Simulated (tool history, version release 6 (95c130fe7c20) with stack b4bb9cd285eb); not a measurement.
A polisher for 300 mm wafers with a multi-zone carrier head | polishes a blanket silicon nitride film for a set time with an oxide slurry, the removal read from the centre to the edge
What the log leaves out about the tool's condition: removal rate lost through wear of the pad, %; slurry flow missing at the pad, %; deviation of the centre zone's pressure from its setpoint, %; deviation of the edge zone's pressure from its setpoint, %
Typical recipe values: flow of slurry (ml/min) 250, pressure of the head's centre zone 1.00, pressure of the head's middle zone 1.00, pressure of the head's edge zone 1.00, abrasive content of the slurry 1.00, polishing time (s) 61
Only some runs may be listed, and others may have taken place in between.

run	hour	flow of slurry (ml/min)	pressure of the head's centre zone	pressure of the head's middle zone	pressure of the head's edge zone	abrasive content of the slurry	polishing time (s)	wafers since the last listed run	wafers polished on this pad	hours since the slurry nozzle was cleaned	hours since the centre zone pressure was calibrated	hours since the edge zone pressure was calibrated	hours since the carrier head's membrane was replaced	incoming thickness of the incoming film, nm	film removed at the wafer's centre (nm)	film removed at mid-radius (nm)	film removed at the wafer's edge (nm)
1	0.0	325	1.00	1.00	1.00	0.85	61	0	471	701.0	2.9	65.4	107.0	353.7	49.2	50.3	50.8
# hour 1.5: slurry nozzle cleaned
2	15.5	250	1.00	1.00	1.00	1.00	61	192	664	14.0	18.4	80.9	122.5	351.7	52.5	53.7	53.9
3	22.7	250	1.00	1.00	1.00	1.00	61	95	760	21.2	25.6	88.1	129.7	349.7	52.6	53.5	54.6
4	40.2	250	1.00	1.00	1.00	1.00	68	232	993	38.7	43.1	105.6	147.2	347.0	58.8	59.7	61.1
5	53.2	250	1.00	1.00	1.09	1.00	61	173	1166	51.7	56.1	118.6	160.2	350.5	52.9	53.6	56.1
# hour 74.7: worn pad replaced by a new one
6	75.2	295	1.00	1.00	1.00	1.00	61	239	6	73.7	78.1	140.6	182.2	347.8	54.2	54.1	54.3
7	79.1	250	1.00	1.00	1.00	1.00	73	51	57	77.6	82.0	144.5	186.1	347.0	62.1	63.6	65.2
8	96.4	250	1.00	1.00	0.91	1.00	61	230	288	94.9	99.3	161.8	203.4	348.8	52.4	53.2	52.1
9	112.2	250	0.89	1.00	1.00	1.00	61	210	498	110.7	115.1	177.6	219.2	352.1	46.3	53.2	53.8
10	120.2	250	1.00	1.00	1.00	1.00	61	106	605	118.7	123.1	185.6	227.2	350.2	52.7	53.0	53.8
11	135.0	250	1.00	1.04	0.95	1.00	61	196	802	133.5	137.9	200.4	242.0	349.4	51.3	54.8	52.3
# hour 173.2: worn pad replaced by a new one
12	175.0	250	1.00	1.00	1.05	0.70	61	479	23	173.5	177.9	240.4	282.0	352.2	46.1	47.7	48.3
13	191.3	275	1.00	1.10	1.00	1.00	61	216	240	189.8	194.2	256.7	298.3	347.8	51.7	58.9	53.6
14	205.2	310	1.00	1.11	1.00	1.25	61	185	425	203.7	208.1	270.6	312.2	351.4	56.5	64.1	59.4
15	223.0	250	1.00	1.00	1.00	1.00	61	236	662	221.5	225.9	288.4	330.0	353.3	51.2	52.8	52.9
16	235.7	250	1.00	1.00	1.00	1.00	61	169	831	234.2	238.6	301.1	342.7	350.9	51.3	52.5	53.8
17	251.1	250	1.00	1.00	1.00	1.10	61	204	1036	249.6	254.0	316.5	358.1	345.5	52.6	53.7	54.7
18	257.4	250	1.00	1.00	1.00	1.00	61	83	1120	255.9	260.3	322.8	364.4	348.1	50.9	52.5	53.4
19	264.7	250	0.93	1.00	1.00	0.95	61	97	1217	263.2	267.6	330.1	371.7	350.1	46.0	51.3	51.9
20	273.7	310	0.97	1.00	1.00	1.00	61	119	1337	272.2	276.6	339.1	380.7	350.5	50.7	53.8	53.9
# hour 286.0: worn pad replaced by a new one
21	286.5	250	1.00	1.00	1.00	1.00	61	117	6	285.0	289.4	351.9	393.5	352.8	49.7	52.1	53.6

Here are 5 independent what-if runs from the current tool condition. What would each one return?
A	286.9	210	1.00	1.00	1.00	1.00	61	5	11	285.4	289.8	352.3	393.9	352.5	?	?	?
B	286.9	250	1.00	1.00	1.00	1.00	74	5	11	285.4	289.8	352.3	393.9	352.5	?	?	?
C	286.9	250	1.00	1.08	1.00	1.00	61	5	11	285.4	289.8	352.3	393.9	352.5	?	?	?
D	286.9	295	1.10	1.10	0.92	1.00	61	5	11	285.4	289.8	352.3	393.9	352.5	?	?	?
E	286.9	285	1.10	1.00	0.97	1.00	81	5	11	285.4	289.8	352.3	393.9	352.5	?	?	?

run	film removed at the wafer's centre (nm)	film removed at mid-radius (nm)	film removed at the wafer's edge (nm)
A	48.8	51.1	51.9
B	61.2	63.8	64.3
C	50.4	56.2	52.9
D	57.0	58.4	52.1
E	75.3	71.1	70.5
Without the tool's hidden state the same runs would have given:
run	film removed at the wafer's centre (nm)	film removed at mid-radius (nm)	film removed at the wafer's edge (nm)
A	53.2	53.4	53.6
B	66.2	66.3	66.1
C	54.6	58.3	54.5
D	61.3	60.3	53.4
E	81.0	73.5	72.3
